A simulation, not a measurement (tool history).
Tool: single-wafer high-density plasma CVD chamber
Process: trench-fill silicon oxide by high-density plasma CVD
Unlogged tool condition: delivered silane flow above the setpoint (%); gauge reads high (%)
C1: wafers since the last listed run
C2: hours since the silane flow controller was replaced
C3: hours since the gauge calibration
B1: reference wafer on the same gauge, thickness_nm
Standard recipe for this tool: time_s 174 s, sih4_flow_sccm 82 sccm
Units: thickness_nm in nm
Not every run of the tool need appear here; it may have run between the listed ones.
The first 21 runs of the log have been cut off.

{"run": 22, "hour": 293.5, "time_s": 198, "sih4_flow_sccm": 82, "C1": 78, "C2": 2721.1, "C3": 515.1, "B1": 1430.341, "thickness_nm": 1764.667}
{"run": 23, "hour": 310.6, "time_s": 192, "sih4_flow_sccm": 86, "C1": 125, "C2": 2738.2, "C3": 532.2, "B1": 1431.967, "thickness_nm": 1782.991}
{"run": 24, "hour": 325.6, "time_s": 156, "sih4_flow_sccm": 97, "C1": 110, "C2": 2753.2, "C3": 547.2, "B1": 1430.462, "thickness_nm": 1589.028}
{"run": 25, "hour": 335.6, "time_s": 192, "sih4_flow_sccm": 70, "C1": 73, "C2": 2763.2, "C3": 557.2, "B1": 1429.571, "thickness_nm": 1535.877}
{"run": 26, "hour": 341.6, "time_s": 174, "sih4_flow_sccm": 69, "C1": 44, "C2": 2769.2, "C3": 563.2, "B1": 1430.776, "thickness_nm": 1369.307}
{"run": 27, "hour": 353.1, "time_s": 206, "sih4_flow_sccm": 82, "C1": 84, "C2": 2780.7, "C3": 574.7, "B1": 1430.74, "thickness_nm": 1842.286}
{"run": 28, "hour": 359.5, "time_s": 184, "sih4_flow_sccm": 68, "C1": 47, "C2": 2787.1, "C3": 581.1, "B1": 1429.707, "thickness_nm": 1437.922}
{"run": 29, "hour": 376.8, "time_s": 174, "sih4_flow_sccm": 82, "C1": 127, "C2": 2804.4, "C3": 598.4, "B1": 1430.16, "thickness_nm": 1563.612}
{"run": 30, "hour": 392.0, "time_s": 194, "sih4_flow_sccm": 70, "C1": 111, "C2": 2819.6, "C3": 613.6, "B1": 1429.827, "thickness_nm": 1547.677}
{"run": 31, "hour": 403.1, "time_s": 145, "sih4_flow_sccm": 89, "C1": 81, "C2": 2830.7, "C3": 624.7, "B1": 1430.058, "thickness_nm": 1382.878}
{"run": 32, "hour": 416.1, "time_s": 151, "sih4_flow_sccm": 89, "C1": 95, "C2": 2843.7, "C3": 637.7, "B1": 1429.046, "thickness_nm": 1447.167}
{"run": 33, "hour": 425.7, "time_s": 174, "sih4_flow_sccm": 95, "C1": 70, "C2": 2853.3, "C3": 647.3, "B1": 1430.388, "thickness_nm": 1746.381}
{"hour": 467.9, "done": "silane flow controller replaced"}
{"hour": 471.1, "done": "gauge calibrated"}
{"run": 34, "hour": 475.6, "time_s": 202, "sih4_flow_sccm": 73, "C1": 308, "C2": 7.7, "C3": 4.5, "B1": 1429.313, "thickness_nm": 1599.717}
{"run": 35, "hour": 487.3, "time_s": 139, "sih4_flow_sccm": 76, "C1": 86, "C2": 19.4, "C3": 16.2, "B1": 1429.834, "thickness_nm": 1135.924}

Run 36, settings as shown, results not yet in. Your forecast:
{"run": 36, "hour": 532.2, "time_s": 206, "sih4_flow_sccm": 87, "C1": 330, "C2": 64.3, "C3": 61.1, "B1": "?", "thickness_nm": "?"}

Run 36 measured B1 1428.989, thickness_nm 1864.019 nm.
With the hidden condition absent and the run-to-run variation left alone, this run would have shown thickness_nm 1862.294 nm.
